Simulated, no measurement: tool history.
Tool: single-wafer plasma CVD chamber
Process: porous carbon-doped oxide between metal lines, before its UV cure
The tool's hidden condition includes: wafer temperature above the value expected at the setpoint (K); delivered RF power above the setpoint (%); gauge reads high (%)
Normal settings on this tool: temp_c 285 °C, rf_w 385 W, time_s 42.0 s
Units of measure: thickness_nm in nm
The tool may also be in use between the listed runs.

run    hour  temp_c  rf_w  time_s  wafers since the last listed run  hours since the last thermocouple change  hours since the last RF generator calibration  hours since the showerhead was replaced  hours since the gauge calibration  read-back reference wafer on the same gauge, thickness_nm  thickness_nm
  1     0.0     285   385    42.0                                 0                                     902.2                                          702.5                                   8291.1                              816.7                                                    181.808       193.551
  2    47.8     282   385    42.0                               820                                     950.0                                          750.3                                   8338.9                              864.5                                                    182.073       197.180
  3    76.8     282   385    42.0                               498                                     979.0                                          779.3                                   8367.9                              893.5                                                    181.851       196.751
  4   120.5     285   385    36.8                               750                                    1022.7                                          823.0                                   8411.6                              937.2                                                    182.256       170.222
  5   168.6     285   385    36.8                               826                                    1070.8                                          871.1                                   8459.7                              985.3                                                    181.983       170.556
  6   232.2     285   435    37.8                              1092                                    1134.4                                          934.7                                   8523.3                             1048.9                                                    181.854       193.421
  7   298.5     285   435    37.8                              1138                                    1200.7                                         1001.0                                   8589.6                             1115.2                                                    182.069       191.840
      329.7  -- showerhead replaced
  8   330.2     285   385    45.8                               407                                    1232.4                                         1032.7                                      0.5                             1146.9                                                    182.217       206.769
  9   382.7     285   385    45.8                               901                                    1284.9                                         1085.2                                     53.0                             1199.4                                                    182.042       205.406
 10   417.8     285   385    45.8                               602                                    1320.0                                         1120.3                                     88.1                             1234.5                                                    181.988       204.085
 11   459.4     285   405    35.6                               714                                    1361.6                                         1161.9                                    129.7                             1276.1                                                    182.077       166.466
 12   518.3     294   385    42.0                              1011                                    1420.5                                         1220.8                                    188.6                             1335.0                                                    182.279       178.005
 13   582.5     276   385    48.5                              1102                                    1484.7                                         1285.0                                    252.8                             1399.2                                                    182.182       223.816
 14   631.8     285   440    46.3                               846                                    1534.0                                         1334.3                                    302.1                             1448.5                                                    181.777       229.826
      660.7  -- RF generator calibrated
 15   684.2     285   385    37.7                               762                                    1586.4                                           23.5                                    354.5                             1500.9                                                    182.256       177.940
 16   746.0     285   385    42.0                              1061                                    1648.2                                           85.3                                    416.3                             1562.7                                                    181.951       197.698
 17   806.3     285   385    42.0                              1035                                    1708.5                                          145.6                                    476.6                             1623.0                                                    181.693       198.570
      823.1  -- gauge calibrated
 18   857.6     291   430    44.8                               880                                    1759.8                                          196.9                                    527.9                               34.5                                                    182.004       225.045
 19   920.2     285   385    42.0                              1075                                    1822.4                                          259.5                                    590.5                               97.1                                                    181.953       196.953
 20   947.1     285   385    42.0                               461                                    1849.3                                          286.4                                    617.4                              124.0                                                    181.978       196.378
 21   993.1     297   385    46.8                               789                                    1895.3                                          332.4                                    663.4                              170.0                                                    181.993       204.638
     1021.5  -- thermocouple changed; heater temperature recalibrated
 22  1022.0     285   385    42.0                               358                                       0.5                                          361.3                                    692.3                              198.9                                                    182.141       197.911
 23  1067.2     280   315    50.3                               776                                      45.7                                          406.5                                    737.5                              244.1                                                    182.086       195.686
 24  1105.9     271   430    44.8                               664                                      84.4                                          445.2                                    776.2                              282.8                                                    182.120       248.626
 25  1170.9     291   420    44.4                              1116                                     149.4                                          510.2                                    841.2                              347.8                                                    182.094       216.547
 26  1223.2     285   315    46.3                               898                                     201.7                                          562.5                                    893.5                              400.1                                                    182.020       174.487
 27  1290.5     270   350    39.8                              1155                                     269.0                                          629.8                                    960.8                              467.4                                                    181.779       181.088
 28  1327.0     285   435    35.5                               626                                     305.5                                          666.3                                    997.3                              503.9                                                    182.217       185.267
 29  1386.4     285   385    34.2                              1020                                     364.9                                          725.7                                   1056.7                              563.3                                                    181.822       158.908
 30  1457.5     293   385    42.0                              1221                                     436.0                                          796.8                                   1127.8                              634.4                                                    182.194       184.087
 31  1503.8     285   330    42.0                               795                                     482.3                                          843.1                                   1174.1                              680.7                                                    181.851       163.108
 32  1544.2     277   385    42.0                               693                                     522.7                                          883.5                                   1214.5                              721.1                                                    181.856       198.340
 33  1581.2     272   355    42.0                               635                                     559.7                                          920.5                                   1251.5                              758.1                                                    182.117       189.116
 34  1627.5     299   385    44.5                               795                                     606.0                                          966.8                                   1297.8                              804.4                                                    182.044       187.447

4 options for the next run, each taken on its own from the tool as it stands now. Forecast them:
  A  1627.9     285   385    42.0                                 6                                     606.4                                          967.2                                   1298.2                              804.8                                                          ?             ?
  B  1627.9     285   385    38.0                                 6                                     606.4                                          967.2                                   1298.2                              804.8                                                          ?             ?
  C  1627.9     285   425    46.3                                 6                                     606.4                                          967.2                                   1298.2                              804.8                                                          ?             ?
  D  1627.9     285   435    44.2                                 6                                     606.4                                          967.2                                   1298.2                              804.8                                                          ?             ?

run  read-back reference wafer on the same gauge, thickness_nm  thickness_nm
  A                                                    181.878       189.547
  B                                                    181.878       171.921
  C                                                    181.878       229.194
  D                                                    181.878       223.826
What these runs would have given with no unlogged condition in the tool:
run  thickness_nm
  A       197.870
  B       179.471
  C       238.919
  D       233.324
